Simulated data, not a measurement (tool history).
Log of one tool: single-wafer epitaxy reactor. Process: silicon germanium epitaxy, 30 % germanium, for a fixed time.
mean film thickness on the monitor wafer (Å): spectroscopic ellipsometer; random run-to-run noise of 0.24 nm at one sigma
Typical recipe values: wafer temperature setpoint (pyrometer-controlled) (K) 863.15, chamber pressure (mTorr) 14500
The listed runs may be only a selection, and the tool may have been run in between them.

run   hour  wafer temperature setpoint (pyrometer-controlled) (K)  chamber pressure (mTorr)  read-back reference wafer on the same gauge, thickness_nm  mean film thickness on the monitor wafer (Å)
  1    0.0                                                 863.15                     14500                                                     48.613                                        428.11
  2   32.7                                                 863.15                     14500                                                     48.631                                        425.86
  3   69.9                                                 863.15                     14500                                                     48.533                                        421.38
  4   97.3                                                 863.15                     14500                                                     48.754                                        428.69
  5  144.5                                                 863.15                     14500                                                     48.592                                        426.40
  6  200.0                                                 873.15                     14500                                                     48.501                                        501.57
  7  267.0                                                 873.15                     14500                                                     48.630                                        502.95
     348.8  -- pyrometer calibrated
  8  361.5                                                 863.15                     14500                                                     48.580                                        424.16
  9  406.7                                                 863.15                     14500                                                     48.548                                        424.82
 10  478.4                                                 863.15                     14500                                                     48.513                                        423.06
 11  550.3                                                 855.15                     12000                                                     48.529                                        344.28
 12  581.7                                                 854.15                     12200                                                     48.544                                        345.36
     606.3  -- capacitance manometer re-zeroed and calibrated
 13  633.8                                                 863.15                     14500                                                     48.537                                        430.77
 14  659.3                                                 863.15                     14500                                                     48.577                                        429.13
     678.6  -- gauge calibrated
 15  716.8                                                 869.15                     13400                                                     48.611                                        455.46
     765.6  -- showerhead replaced
 16  780.9                                                 856.15                     14500                                                     48.538                                        378.23
 17  846.5                                                 858.15                     11400                                                     48.611                                        360.62
 18  881.9                                                 876.15                     16200                                                     48.537                                        543.03
 19  921.6                                                 870.15                     13200                                                     48.491                                        459.98
 20  984.2                                                 869.15                     15500                                                     48.519                                        475.83

Predict each of these 4 candidate next runs independently; none follows another, all start after run 20:
  A  984.6                                                 852.15                     14500                                                          ?                                             ?
  B  984.6                                                 872.15                     11000                                                          ?                                             ?
  C  984.6                                                 853.15                     17000                                                          ?                                             ?
  D  984.6                                                 863.15                     11500                                                          ?                                             ?

run  read-back reference wafer on the same gauge, thickness_nm  mean film thickness on the monitor wafer (Å)
  A                                                     48.410                                        351.24
  B                                                     48.410                                        443.91
  C                                                     48.410                                        377.96
  D                                                     48.410                                        389.18
With no hidden state in the tool, these same runs would have given:
run  mean film thickness on the monitor wafer (Å)
  A                                        351.24
  B                                        443.91
  C                                        377.96
  D                                        389.18
